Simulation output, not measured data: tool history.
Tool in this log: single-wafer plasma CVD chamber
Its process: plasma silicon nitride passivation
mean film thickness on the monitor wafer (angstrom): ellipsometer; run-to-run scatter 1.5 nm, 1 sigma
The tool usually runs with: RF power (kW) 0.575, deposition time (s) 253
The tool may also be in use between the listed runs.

| run | hour | RF power (kW) | deposition time (s) | wafers since the last listed run | hours since the last RF generator calibration | hours since the showerhead was replaced | hours since the gauge calibration | read-back reference wafer on the same gauge, thickness_nm | mean film thickness on the monitor wafer (angstrom) |
|---|---|---|---|---|---|---|---|---|---|
| 1 | 0 | 0.575 | 253 | 0 | 1319.9 | 4336.8 | 1339.2 | 408.223 | 4015.63 |
| 2 | 59.4 | 0.575 | 253 | 377 | 1379.3 | 4396.2 | 1398.6 | 407.979 | 4035.8 |
| 3 | 127.8 | 0.575 | 253 | 434 | 1447.7 | 4464.6 | 1467 | 407.904 | 3993.58 |
| 4 | 181.8 | 0.575 | 285 | 342 | 1501.7 | 4518.6 | 1521 | 408.595 | 4499.91 |
| 5 | 227.7 | 0.575 | 253 | 291 | 1547.6 | 4564.5 | 1566.9 | 408.124 | 4028.99 |
| 6 | 359.7 | 0.575 | 253 | 838 | 1679.6 | 4696.5 | 1698.9 | 408.295 | 4013.75 |
| 7 | 417.7 | 0.575 | 253 | 368 | 1737.6 | 4754.5 | 1756.9 | 408.019 | 3991.22 |
| 8 | 464.4 | 0.575 | 253 | 296 | 1784.3 | 4801.2 | 1803.6 | 408.055 | 3999.36 |
| 9 | 523.3 | 0.575 | 253 | 374 | 1843.2 | 4860.1 | 1862.5 | 408.028 | 4008.67 |
| 10 | 591.1 | 0.575 | 221 | 430 | 1911 | 4927.9 | 1930.3 | 408.125 | 3496.05 |
| 11 | 634.5 | 0.575 | 221 | 275 | 1954.4 | 4971.3 | 1973.7 | 407.857 | 3488.72 |
|  | 658.2 | gauge calibrated |
| 12 | 690.9 | 0.575 | 221 | 358 | 2010.8 | 5027.7 | 32.7 | 407.675 | 3472.67 |
| 13 | 717 | 0.575 | 253 | 165 | 2036.9 | 5053.8 | 58.8 | 408.146 | 3977.93 |
| 14 | 741.4 | 0.655 | 253 | 154 | 2061.3 | 5078.2 | 83.2 | 408.37 | 4220.97 |
| 15 | 772.5 | 0.655 | 253 | 197 | 2092.4 | 5109.3 | 114.3 | 407.916 | 4227.41 |
|  | 835.5 | showerhead replaced |
| 16 | 836 | 0.575 | 253 | 352 | 2155.9 | 0.5 | 177.8 | 407.611 | 3989.14 |
| 17 | 901.7 | 0.575 | 223 | 417 | 2221.6 | 66.2 | 243.5 | 407.908 | 3513.26 |
|  | 925.2 | RF generator calibrated |
| 18 | 964.1 | 0.635 | 204 | 345 | 38.9 | 128.6 | 305.9 | 407.791 | 3433.84 |
| 19 | 989.9 | 0.665 | 253 | 163 | 64.7 | 154.4 | 331.7 | 407.928 | 4313.94 |
| 20 | 1032.6 | 0.52 | 225 | 271 | 107.4 | 197.1 | 374.4 | 407.901 | 3449.37 |
| 21 | 1082.4 | 0.685 | 212 | 316 | 157.2 | 246.9 | 424.2 | 408.606 | 3675.66 |
| 22 | 1126.6 | 0.68 | 232 | 280 | 201.4 | 291.1 | 468.4 | 407.9 | 3977.33 |
| 23 | 1192.8 | 0.5 | 290 | 420 | 267.6 | 357.3 | 534.6 | 408.606 | 4350.78 |
| 24 | 1218.9 | 0.65 | 253 | 165 | 293.7 | 383.4 | 560.7 | 407.782 | 4260.52 |

Run 25 comes next. What will it give?
| 25 | 1245.9 | 0.575 | 253 | 171 | 320.7 | 410.4 | 587.7 | ? | ? |

For run 25 the tool returned read-back reference wafer on the same gauge, thickness_nm 407.977, mean film thickness on the monitor wafer (angstrom) 4062.9.
Minus the tool's unlogged condition, the same run would have read mean film thickness on the monitor wafer (angstrom) 4095.32.
